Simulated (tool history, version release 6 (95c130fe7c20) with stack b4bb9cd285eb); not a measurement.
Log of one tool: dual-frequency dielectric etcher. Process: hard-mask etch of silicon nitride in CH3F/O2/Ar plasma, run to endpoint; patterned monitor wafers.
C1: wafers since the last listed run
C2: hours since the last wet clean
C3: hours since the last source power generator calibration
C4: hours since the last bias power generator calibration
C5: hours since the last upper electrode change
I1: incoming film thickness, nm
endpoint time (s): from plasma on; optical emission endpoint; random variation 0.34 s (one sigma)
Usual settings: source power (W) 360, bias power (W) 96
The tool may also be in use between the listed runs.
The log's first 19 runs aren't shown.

run 20 hour=902.2 | source_power_(W)=420 bias_power_(W)=106 | C1=1037 C2=393.8 C3=91.4 C4=96.6 C5=93.8 | I1=34.11 | endpoint_time_(s)=44.6
run 21 hour=942.3 | source_power_(W)=360 bias_power_(W)=78 | C1=610 C2=433.9 C3=131.5 C4=136.7 C5=133.9 | I1=33.91 | endpoint_time_(s)=50.2
-- hour=974.8 wet clean of the chamber
run 22 hour=1008.2 | source_power_(W)=280 bias_power_(W)=76 | C1=637 C2=33.4 C3=197.4 C4=202.6 C5=199.8 | I1=34.13 | endpoint_time_(s)=52.3
run 23 hour=1158.7 | source_power_(W)=380 bias_power_(W)=96 | C1=2290 C2=183.9 C3=347.9 C4=353.1 C5=350.3 | I1=34.04 | endpoint_time_(s)=46
run 24 hour=1205.4 | source_power_(W)=360 bias_power_(W)=96 | C1=710 C2=230.6 C3=394.6 C4=399.8 C5=397 | I1=34.17 | endpoint_time_(s)=46.9
run 25 hour=1237.2 | source_power_(W)=360 bias_power_(W)=112 | C1=483 C2=262.4 C3=426.4 C4=431.6 C5=428.8 | I1=33.98 | endpoint_time_(s)=45.2
run 26 hour=1277.5 | source_power_(W)=310 bias_power_(W)=90 | C1=613 C2=302.7 C3=466.7 C4=471.9 C5=469.1 | I1=34.16 | endpoint_time_(s)=50.1
run 27 hour=1321.4 | source_power_(W)=360 bias_power_(W)=96 | C1=668 C2=346.6 C3=510.6 C4=515.8 C5=513 | I1=34.1 | endpoint_time_(s)=47.4
run 28 hour=1375.7 | source_power_(W)=270 bias_power_(W)=96 | C1=826 C2=400.9 C3=564.9 C4=570.1 C5=567.3 | I1=34.09 | endpoint_time_(s)=52.3
-- hour=1412.9 wet clean of the chamber
run 29 hour=1413.4 | source_power_(W)=420 bias_power_(W)=78 | C1=208 C2=0.5 C3=602.6 C4=607.8 C5=605 | I1=34.12 | endpoint_time_(s)=46.3
run 30 hour=1435.8 | source_power_(W)=450 bias_power_(W)=74 | C1=340 C2=22.9 C3=625 C4=630.2 C5=627.4 | I1=34.53 | endpoint_time_(s)=46.7
run 31 hour=1492.5 | source_power_(W)=420 bias_power_(W)=87 | C1=862 C2=79.6 C3=681.7 C4=686.9 C5=684.1 | I1=34.17 | endpoint_time_(s)=45.4
run 32 hour=1687.3 | source_power_(W)=280 bias_power_(W)=89 | C1=2964 C2=274.4 C3=876.5 C4=881.7 C5=878.9 | I1=33.79 | endpoint_time_(s)=50.6

Forecast each of these 4 alternatives for the next run:
run A hour=1687.7 | source_power_(W)=360 bias_power_(W)=96 | C1=6 C2=274.8 C3=876.9 C4=882.1 C5=879.3 | I1=34.3 | endpoint_time_(s)=?
run B hour=1687.7 | source_power_(W)=310 bias_power_(W)=107 | C1=6 C2=274.8 C3=876.9 C4=882.1 C5=879.3 | I1=34.3 | endpoint_time_(s)=?
run C hour=1687.7 | source_power_(W)=310 bias_power_(W)=106 | C1=6 C2=274.8 C3=876.9 C4=882.1 C5=879.3 | I1=34.3 | endpoint_time_(s)=?
run D hour=1687.7 | source_power_(W)=420 bias_power_(W)=80 | C1=6 C2=274.8 C3=876.9 C4=882.1 C5=879.3 | I1=34.3 | endpoint_time_(s)=?

run=A endpoint_time_(s)=47.2
run=B endpoint_time_(s)=47.8
run=C endpoint_time_(s)=48
run=D endpoint_time_(s)=47.2
Without the tool's hidden state the same runs would have given:
run=A endpoint_time_(s)=45.9
run=B endpoint_time_(s)=46.5
run=C endpoint_time_(s)=46.6
run=D endpoint_time_(s)=45.9

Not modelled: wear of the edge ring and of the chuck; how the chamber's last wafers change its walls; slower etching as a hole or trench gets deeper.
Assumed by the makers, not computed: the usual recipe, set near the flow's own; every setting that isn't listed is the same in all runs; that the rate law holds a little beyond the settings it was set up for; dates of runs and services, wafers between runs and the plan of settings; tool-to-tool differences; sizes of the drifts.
